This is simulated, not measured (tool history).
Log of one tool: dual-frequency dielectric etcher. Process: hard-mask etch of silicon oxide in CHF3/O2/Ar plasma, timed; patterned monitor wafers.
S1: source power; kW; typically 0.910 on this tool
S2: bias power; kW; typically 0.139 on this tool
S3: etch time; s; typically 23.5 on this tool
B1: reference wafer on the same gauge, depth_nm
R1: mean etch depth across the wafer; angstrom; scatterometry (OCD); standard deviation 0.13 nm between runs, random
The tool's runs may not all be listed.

{"run": 1, "hour": 0.0, "S1": 0.91, "S2": 0.114, "S3": 23.5, "B1": 51.6, "R1": 500}
{"hour": 81.4, "done": "wet clean of the chamber"}
{"run": 2, "hour": 81.9, "S1": 0.91, "S2": 0.114, "S3": 23.5, "B1": 51.6, "R1": 511}
{"run": 3, "hour": 186.3, "S1": 0.91, "S2": 0.114, "S3": 23.5, "B1": 51.6, "R1": 505}
{"run": 4, "hour": 234.3, "S1": 0.82, "S2": 0.139, "S3": 23.5, "B1": 51.6, "R1": 515}
{"run": 5, "hour": 302.7, "S1": 0.82, "S2": 0.139, "S3": 23.5, "B1": 51.6, "R1": 514}
{"run": 6, "hour": 363.9, "S1": 0.82, "S2": 0.139, "S3": 23.5, "B1": 51.6, "R1": 513}
{"run": 7, "hour": 427.5, "S1": 0.91, "S2": 0.139, "S3": 23.5, "B1": 51.6, "R1": 524}
{"run": 8, "hour": 494.1, "S1": 0.91, "S2": 0.139, "S3": 23.5, "B1": 51.6, "R1": 524}
{"run": 9, "hour": 530.8, "S1": 0.91, "S2": 0.139, "S3": 23.5, "B1": 51.6, "R1": 518}
{"run": 10, "hour": 607.5, "S1": 0.91, "S2": 0.139, "S3": 23.5, "B1": 51.6, "R1": 519}
{"hour": 704.8, "done": "wet clean of the chamber"}
{"hour": 712.4, "done": "gauge calibrated"}
{"run": 11, "hour": 715.3, "S1": 0.91, "S2": 0.139, "S3": 23.5, "B1": 51.6, "R1": 534}
{"run": 12, "hour": 763.0, "S1": 0.91, "S2": 0.139, "S3": 23.5, "B1": 51.6, "R1": 530}
{"hour": 778.0, "done": "bias power generator calibrated"}
{"run": 13, "hour": 843.3, "S1": 0.91, "S2": 0.139, "S3": 19.5, "B1": 51.6, "R1": 438}
{"run": 14, "hour": 905.3, "S1": 0.91, "S2": 0.139, "S3": 19.5, "B1": 51.6, "R1": 437}

What will run 15 give?
{"hour": 970.2, "done": "upper electrode replaced"}
{"run": 15, "hour": 970.7, "S1": 0.91, "S2": 0.139, "S3": 19.5, "B1": "?", "R1": "?"}

{"run 15": {"B1": 51.6, "R1": 435}}
If the tool had no hidden condition, the same run with the same run-to-run variation would have returned R1 440 angstrom.

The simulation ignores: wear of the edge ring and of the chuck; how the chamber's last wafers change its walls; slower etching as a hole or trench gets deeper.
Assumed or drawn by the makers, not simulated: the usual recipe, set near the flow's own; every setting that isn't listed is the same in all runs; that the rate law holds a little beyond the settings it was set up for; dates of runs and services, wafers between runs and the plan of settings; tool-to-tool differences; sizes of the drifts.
